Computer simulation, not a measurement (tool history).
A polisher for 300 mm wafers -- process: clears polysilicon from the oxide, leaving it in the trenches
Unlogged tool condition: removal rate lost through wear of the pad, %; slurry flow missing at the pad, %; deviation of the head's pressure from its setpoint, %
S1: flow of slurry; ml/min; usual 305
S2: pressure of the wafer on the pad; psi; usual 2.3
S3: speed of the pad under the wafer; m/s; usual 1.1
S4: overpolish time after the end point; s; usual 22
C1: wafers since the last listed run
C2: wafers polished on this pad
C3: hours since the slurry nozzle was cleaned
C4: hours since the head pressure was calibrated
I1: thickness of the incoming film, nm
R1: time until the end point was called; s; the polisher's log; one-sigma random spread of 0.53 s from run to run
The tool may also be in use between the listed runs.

{"run": 1, "hour": 0.0, "S1": 305, "S2": 2.3, "S3": 1.1, "S4": 22, "C1": 0, "C2": 106, "C3": 281.6, "C4": 202.3, "I1": 346.8, "R1": 31.6}
{"run": 2, "hour": 6.8, "S1": 305, "S2": 2.3, "S3": 1.1, "S4": 22, "C1": 77, "C2": 183, "C3": 288.4, "C4": 209.1, "I1": 353.4, "R1": 30.8}
{"run": 3, "hour": 18.7, "S1": 305, "S2": 2.3, "S3": 1.1, "S4": 22, "C1": 135, "C2": 319, "C3": 300.3, "C4": 221, "I1": 348.4, "R1": 31.7}
{"run": 4, "hour": 27.8, "S1": 305, "S2": 2.3, "S3": 1.1, "S4": 22, "C1": 103, "C2": 422, "C3": 309.4, "C4": 230.1, "I1": 350.6, "R1": 31.3}
{"run": 5, "hour": 41.5, "S1": 305, "S2": 2.3, "S3": 1.1, "S4": 22, "C1": 155, "C2": 578, "C3": 323.1, "C4": 243.8, "I1": 347.6, "R1": 32.4}
{"run": 6, "hour": 49.2, "S1": 305, "S2": 2.3, "S3": 1.1, "S4": 22, "C1": 87, "C2": 666, "C3": 330.8, "C4": 251.5, "I1": 352, "R1": 32.8}
{"run": 7, "hour": 58.9, "S1": 305, "S2": 2.3, "S3": 1.1, "S4": 22, "C1": 110, "C2": 776, "C3": 340.5, "C4": 261.2, "I1": 347, "R1": 31.5}
{"run": 8, "hour": 70.9, "S1": 305, "S2": 2.8, "S3": 1.1, "S4": 14, "C1": 136, "C2": 913, "C3": 352.5, "C4": 273.2, "I1": 348.7, "R1": 26.1}
{"run": 9, "hour": 87.0, "S1": 305, "S2": 2.8, "S3": 1.1, "S4": 14, "C1": 183, "C2": 1096, "C3": 368.6, "C4": 289.3, "I1": 351.1, "R1": 25.9}
{"run": 10, "hour": 96.4, "S1": 305, "S2": 2.8, "S3": 1.1, "S4": 14, "C1": 107, "C2": 1203, "C3": 378, "C4": 298.7, "I1": 346.9, "R1": 25.6}
{"run": 11, "hour": 114.1, "S1": 305, "S2": 2.3, "S3": 1.1, "S4": 12, "C1": 201, "C2": 1405, "C3": 395.7, "C4": 316.4, "I1": 353.6, "R1": 31.9}
{"hour": 116.5, "done": "slurry nozzle cleaned"}
{"hour": 135.1, "done": "worn pad replaced by a new one"}
{"run": 12, "hour": 135.6, "S1": 305, "S2": 2.3, "S3": 1.1, "S4": 22, "C1": 187, "C2": 6, "C3": 19.1, "C4": 337.9, "I1": 353.5, "R1": 32.1}
{"run": 13, "hour": 138.7, "S1": 305, "S2": 2.3, "S3": 1.1, "S4": 22, "C1": 35, "C2": 41, "C3": 22.2, "C4": 341, "I1": 345.4, "R1": 31.6}
{"run": 14, "hour": 156.6, "S1": 305, "S2": 2.3, "S3": 1.1, "S4": 22, "C1": 203, "C2": 245, "C3": 40.1, "C4": 358.9, "I1": 350, "R1": 32.3}
{"run": 15, "hour": 167.0, "S1": 305, "S2": 2.3, "S3": 1.1, "S4": 25, "C1": 118, "C2": 363, "C3": 50.5, "C4": 369.3, "I1": 348.7, "R1": 31.4}
{"run": 16, "hour": 175.9, "S1": 305, "S2": 2.8, "S3": 1.1, "S4": 14, "C1": 101, "C2": 465, "C3": 59.4, "C4": 378.2, "I1": 355.5, "R1": 27.2}
{"run": 17, "hour": 190.2, "S1": 350, "S2": 2.6, "S3": 0.9, "S4": 12, "C1": 162, "C2": 627, "C3": 73.7, "C4": 392.5, "I1": 346.4, "R1": 31.3}
{"run": 18, "hour": 206.0, "S1": 205, "S2": 1.8, "S3": 1.1, "S4": 22, "C1": 179, "C2": 807, "C3": 89.5, "C4": 408.3, "I1": 348, "R1": 41.4}
{"run": 19, "hour": 217.1, "S1": 305, "S2": 1.5, "S3": 0.74, "S4": 22, "C1": 126, "C2": 934, "C3": 100.6, "C4": 419.4, "I1": 348, "R1": 60.5}
{"run": 20, "hour": 226.9, "S1": 305, "S2": 2.3, "S3": 1, "S4": 31, "C1": 111, "C2": 1045, "C3": 110.4, "C4": 429.2, "I1": 350.9, "R1": 34.5}
{"run": 21, "hour": 244.3, "S1": 305, "S2": 2.3, "S3": 1.1, "S4": 35, "C1": 198, "C2": 1243, "C3": 127.8, "C4": 446.6, "I1": 354.8, "R1": 32.5}
{"hour": 270.9, "done": "head pressure recalibrated"}
{"hour": 281.4, "done": "worn pad replaced by a new one"}
{"run": 22, "hour": 287.5, "S1": 305, "S2": 2.8, "S3": 1.1, "S4": 14, "C1": 423, "C2": 69, "C3": 171, "C4": 16.6, "I1": 344, "R1": 25.5}
{"run": 23, "hour": 301.7, "S1": 305, "S2": 2.3, "S3": 1.1, "S4": 33, "C1": 161, "C2": 231, "C3": 185.2, "C4": 30.8, "I1": 344.7, "R1": 31}
{"run": 24, "hour": 310.1, "S1": 385, "S2": 2.3, "S3": 1.1, "S4": 17, "C1": 95, "C2": 326, "C3": 193.6, "C4": 39.2, "I1": 349.4, "R1": 30.5}
{"run": 25, "hour": 322.1, "S1": 270, "S2": 2.3, "S3": 1.3, "S4": 30, "C1": 136, "C2": 463, "C3": 205.6, "C4": 51.2, "I1": 355.1, "R1": 28.8}
{"run": 26, "hour": 336.8, "S1": 365, "S2": 2.3, "S3": 1.44, "S4": 22, "C1": 167, "C2": 630, "C3": 220.3, "C4": 65.9, "I1": 348, "R1": 27.1}
{"run": 27, "hour": 354.1, "S1": 305, "S2": 2.3, "S3": 1.48, "S4": 13, "C1": 196, "C2": 827, "C3": 237.6, "C4": 83.2, "I1": 349.6, "R1": 27}
{"run": 28, "hour": 366.4, "S1": 305, "S2": 1.8, "S3": 1.1, "S4": 13, "C1": 140, "C2": 967, "C3": 249.9, "C4": 95.5, "I1": 350.2, "R1": 39.6}
{"run": 29, "hour": 379.0, "S1": 365, "S2": 2.3, "S3": 1.4, "S4": 22, "C1": 143, "C2": 1111, "C3": 262.5, "C4": 108.1, "I1": 346.3, "R1": 25.7}

Run 30 has not been measured yet. What should we expect?
{"run": 30, "hour": 395.1, "S1": 305, "S2": 2.3, "S3": 1.1, "S4": 22, "C1": 183, "C2": 1294, "C3": 278.6, "C4": 124.2, "I1": 350, "R1": "?"}

R1: 32.6 s
On a tool with no hidden condition, and with the same random variation, this run would have come out at R1 32.6 s.
